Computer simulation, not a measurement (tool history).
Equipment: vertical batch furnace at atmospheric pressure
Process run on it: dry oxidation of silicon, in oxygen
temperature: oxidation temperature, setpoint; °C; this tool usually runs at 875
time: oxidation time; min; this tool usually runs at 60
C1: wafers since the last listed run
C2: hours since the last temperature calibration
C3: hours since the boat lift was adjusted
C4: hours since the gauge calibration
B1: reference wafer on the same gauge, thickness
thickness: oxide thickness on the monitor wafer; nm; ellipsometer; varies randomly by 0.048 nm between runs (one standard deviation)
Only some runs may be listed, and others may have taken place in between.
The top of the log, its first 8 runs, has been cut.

run 9 day=10.562 | temperature=862 time=60 | C1=265 C2=2504.1 C3=5072.9 C4=716.2 | B1=13.71 | thickness=12.9
run 10 day=12.054 | temperature=862 time=60 | C1=268 C2=2539.9 C3=5108.7 C4=752 | B1=13.69 | thickness=13.02
run 11 day=13.204 | temperature=875 time=60 | C1=207 C2=2567.5 C3=5136.3 C4=779.6 | B1=13.7 | thickness=14.97
-- day=13.604 gauge calibrated
run 12 day=14.667 | temperature=875 time=60 | C1=263 C2=2602.6 C3=5171.4 C4=25.5 | B1=13.7 | thickness=15.05
run 13 day=15.629 | temperature=875 time=76.5 | C1=173 C2=2625.7 C3=5194.5 C4=48.6 | B1=13.73 | thickness=17.67
run 14 day=16.879 | temperature=875 time=76.5 | C1=225 C2=2655.7 C3=5224.5 C4=78.6 | B1=13.7 | thickness=17.67
run 15 day=18.15 | temperature=875 time=60 | C1=228 C2=2686.2 C3=5255 C4=109.1 | B1=13.7 | thickness=15.01
run 16 day=19.208 | temperature=875 time=60 | C1=190 C2=2711.6 C3=5280.4 C4=134.5 | B1=13.69 | thickness=14.98
run 17 day=23.45 | temperature=875 time=60 | C1=764 C2=2813.4 C3=5382.2 C4=236.3 | B1=13.72 | thickness=15.05
run 18 day=24.692 | temperature=894 time=44 | C1=223 C2=2843.2 C3=5412 C4=266.1 | B1=13.71 | thickness=15.02
run 19 day=25.458 | temperature=875 time=60 | C1=138 C2=2861.6 C3=5430.4 C4=284.5 | B1=13.7 | thickness=15.03
-- day=27.212 thermocouples replaced and temperature profile calibrated
run 20 day=27.233 | temperature=862 time=90 | C1=139 C2=0.5 C3=5473 C4=327.1 | B1=13.7 | thickness=16.27
-- day=28.246 boat lift adjusted
run 21 day=28.267 | temperature=853 time=33.5 | C1=6 C2=25.3 C3=0.5 C4=351.9 | B1=13.71 | thickness=7.32
run 22 day=28.667 | temperature=895 time=76 | C1=72 C2=34.9 C3=10.1 C4=361.5 | B1=13.69 | thickness=20.73
run 23 day=30.021 | temperature=899 time=60 | C1=243 C2=67.4 C3=42.6 C4=394 | B1=13.7 | thickness=18.42
run 24 day=31.242 | temperature=884 time=88.5 | C1=219 C2=96.7 C3=71.9 C4=423.3 | B1=13.71 | thickness=20.38
run 25 day=32.071 | temperature=875 time=75.5 | C1=149 C2=116.6 C3=91.8 C4=443.2 | B1=13.7 | thickness=16.67
run 26 day=32.85 | temperature=866 time=38.5 | C1=140 C2=135.3 C3=110.5 C4=461.9 | B1=13.7 | thickness=9.44
run 27 day=33.779 | temperature=893 time=34 | C1=167 C2=157.6 C3=132.8 C4=484.2 | B1=13.7 | thickness=11.82
run 28 day=34.475 | temperature=881 time=70.5 | C1=125 C2=174.3 C3=149.5 C4=500.9 | B1=13.7 | thickness=17.1
run 29 day=35.879 | temperature=860 time=72.5 | C1=252 C2=208 C3=183.2 C4=534.6 | B1=13.69 | thickness=13.72
run 30 day=36.871 | temperature=854 time=60 | C1=178 C2=231.8 C3=207 C4=558.4 | B1=13.7 | thickness=11.25

Predict the results of run 31:
run 31 day=37.704 | temperature=875 time=74 | C1=150 C2=251.8 C3=227 C4=578.4 | B1=? | thickness=?

B1: 13.69
thickness: 16.5 nm
With the hidden condition absent and the run-to-run variation left alone, this run would have shown thickness 16.29 nm.

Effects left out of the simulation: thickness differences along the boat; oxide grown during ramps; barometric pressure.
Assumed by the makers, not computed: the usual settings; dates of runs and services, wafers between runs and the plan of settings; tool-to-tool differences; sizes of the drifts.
